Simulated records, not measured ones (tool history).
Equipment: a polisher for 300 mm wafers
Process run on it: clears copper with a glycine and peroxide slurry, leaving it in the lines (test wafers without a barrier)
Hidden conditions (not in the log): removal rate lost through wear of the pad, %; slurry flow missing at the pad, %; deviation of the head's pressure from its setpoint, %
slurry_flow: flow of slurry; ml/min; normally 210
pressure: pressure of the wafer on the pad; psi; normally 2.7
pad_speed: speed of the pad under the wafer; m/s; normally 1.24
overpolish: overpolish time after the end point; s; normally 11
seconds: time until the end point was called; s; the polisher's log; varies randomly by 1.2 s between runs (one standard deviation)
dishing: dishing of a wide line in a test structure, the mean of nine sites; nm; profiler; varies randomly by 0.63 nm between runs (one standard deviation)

| run | hour | slurry_flow | pressure | pad_speed | overpolish | wafers since the last listed run | wafers polished on this pad | hours since the slurry nozzle was cleaned | hours since the head pressure was calibrated | incoming thickness of the incoming film, nm | seconds | dishing |
|---|---|---|---|---|---|---|---|---|---|---|---|---|
| 1 | 0.0 | 210 | 2.7 | 1.24 | 11 | 0 | 2001 | 66.2 | 331.3 | 510.6 | 83.9 | 37.4 |
|  | 17.1 | worn pad replaced by a new one |
| 2 | 39.0 | 210 | 2.7 | 1.24 | 11 | 297 | 185 | 105.2 | 370.3 | 509.4 | 74.3 | 39.9 |
|  | 49.6 | head pressure recalibrated |
| 3 | 98.5 | 210 | 2.7 | 1.24 | 11 | 487 | 673 | 164.7 | 48.9 | 517.2 | 83.4 | 36.4 |
| 4 | 147.5 | 210 | 2.7 | 1.24 | 11 | 415 | 1089 | 213.7 | 97.9 | 519.8 | 86.8 | 37.9 |
| 5 | 207.1 | 210 | 2.7 | 1.24 | 11 | 505 | 1595 | 273.3 | 157.5 | 522.3 | 85.1 | 36.7 |
|  | 273.3 | worn pad replaced by a new one |
| 6 | 279.0 | 210 | 2.7 | 1.24 | 11 | 576 | 48 | 345.2 | 229.4 | 511.9 | 76.4 | 38.9 |
| 7 | 319.7 | 210 | 2.7 | 0.92 | 11 | 345 | 393 | 385.9 | 270.1 | 524.1 | 95.0 | 35.3 |
| 8 | 347.7 | 210 | 2.7 | 0.92 | 11 | 237 | 631 | 413.9 | 298.1 | 520.0 | 92.9 | 34.5 |
| 9 | 398.3 | 210 | 2.7 | 1.10 | 11 | 429 | 1060 | 464.5 | 348.7 | 521.9 | 87.1 | 37.1 |
| 10 | 436.6 | 210 | 2.7 | 1.24 | 11 | 325 | 1385 | 502.8 | 387.0 | 529.7 | 81.1 | 38.1 |
|  | 465.0 | head pressure recalibrated |
|  | 500.9 | slurry nozzle cleaned |
| 11 | 505.3 | 210 | 2.7 | 1.24 | 11 | 557 | 1943 | 4.4 | 40.3 | 521.6 | 92.3 | 35.2 |
|  | 522.6 | worn pad replaced by a new one |
| 12 | 575.3 | 210 | 2.7 | 1.24 | 11 | 560 | 446 | 74.4 | 110.3 | 519.0 | 84.4 | 38.3 |
| 13 | 633.7 | 270 | 2.7 | 1.24 | 11 | 495 | 942 | 132.8 | 168.7 | 511.8 | 81.6 | 38.9 |
| 14 | 675.7 | 155 | 2.7 | 1.24 | 11 | 356 | 1299 | 174.8 | 210.7 | 514.7 | 88.5 | 37.1 |
| 15 | 702.2 | 210 | 2.7 | 1.24 | 11 | 224 | 1523 | 201.3 | 237.2 | 519.6 | 85.0 | 38.2 |
| 16 | 767.2 | 190 | 2.7 | 1.62 | 11 | 551 | 2075 | 266.3 | 302.2 | 522.7 | 73.7 | 39.9 |
|  | 790.1 | worn pad replaced by a new one |
| 17 | 791.3 | 210 | 2.7 | 1.24 | 11 | 170 | 10 | 290.4 | 326.3 | 512.7 | 75.6 | 39.8 |
|  | 816.2 | head pressure recalibrated |
| 18 | 848.1 | 190 | 2.7 | 1.62 | 11 | 465 | 475 | 347.2 | 31.9 | 522.2 | 70.5 | 40.8 |
| 19 | 877.6 | 210 | 2.7 | 1.08 | 6 | 250 | 725 | 376.7 | 61.4 | 521.0 | 94.5 | 22.7 |
| 20 | 911.5 | 245 | 2.7 | 1.24 | 11 | 287 | 1013 | 410.6 | 95.3 | 517.3 | 85.1 | 38.5 |
| 21 | 978.6 | 180 | 2.7 | 1.24 | 11 | 569 | 1583 | 477.7 | 162.4 | 512.9 | 87.5 | 36.8 |
|  | 1036.6 | worn pad replaced by a new one |
| 22 | 1044.1 | 210 | 2.7 | 1.46 | 15 | 521 | 64 | 543.2 | 227.9 | 519.7 | 73.2 | 48.7 |
|  | 1103.3 | slurry nozzle cleaned |
| 23 | 1111.2 | 265 | 2.7 | 0.92 | 11 | 560 | 624 | 7.9 | 295.0 | 524.7 | 96.5 | 35.8 |
|  | 1175.3 | head pressure recalibrated |
| 24 | 1177.6 | 285 | 2.7 | 1.24 | 11 | 546 | 1171 | 74.3 | 2.3 | 521.8 | 87.5 | 36.3 |
| 25 | 1203.5 | 175 | 3.4 | 1.24 | 11 | 219 | 1391 | 100.2 | 28.2 | 513.5 | 74.6 | 39.8 |

What if the next run were any one of these 3? Each begins from the tool's condition after run 25:
| A | 1203.9 | 210 | 2.7 | 1.24 | 11 | 3 | 1394 | 100.6 | 28.6 | 512.8 | ? | ? |
| B | 1203.9 | 210 | 2.7 | 1.12 | 11 | 3 | 1394 | 100.6 | 28.6 | 512.8 | ? | ? |
| C | 1203.9 | 210 | 2.7 | 1.04 | 9 | 3 | 1394 | 100.6 | 28.6 | 512.8 | ? | ? |

| run | seconds | dishing |
|---|---|---|
| A | 87.2 | 36.6 |
| B | 93.0 | 35.2 |
| C | 97.4 | 29.7 |
What these runs would have given with no unlogged condition in the tool:
| run | seconds | dishing |
|---|---|---|
| A | 81.1 | 38.3 |
| B | 86.5 | 36.9 |
| C | 90.5 | 31.3 |

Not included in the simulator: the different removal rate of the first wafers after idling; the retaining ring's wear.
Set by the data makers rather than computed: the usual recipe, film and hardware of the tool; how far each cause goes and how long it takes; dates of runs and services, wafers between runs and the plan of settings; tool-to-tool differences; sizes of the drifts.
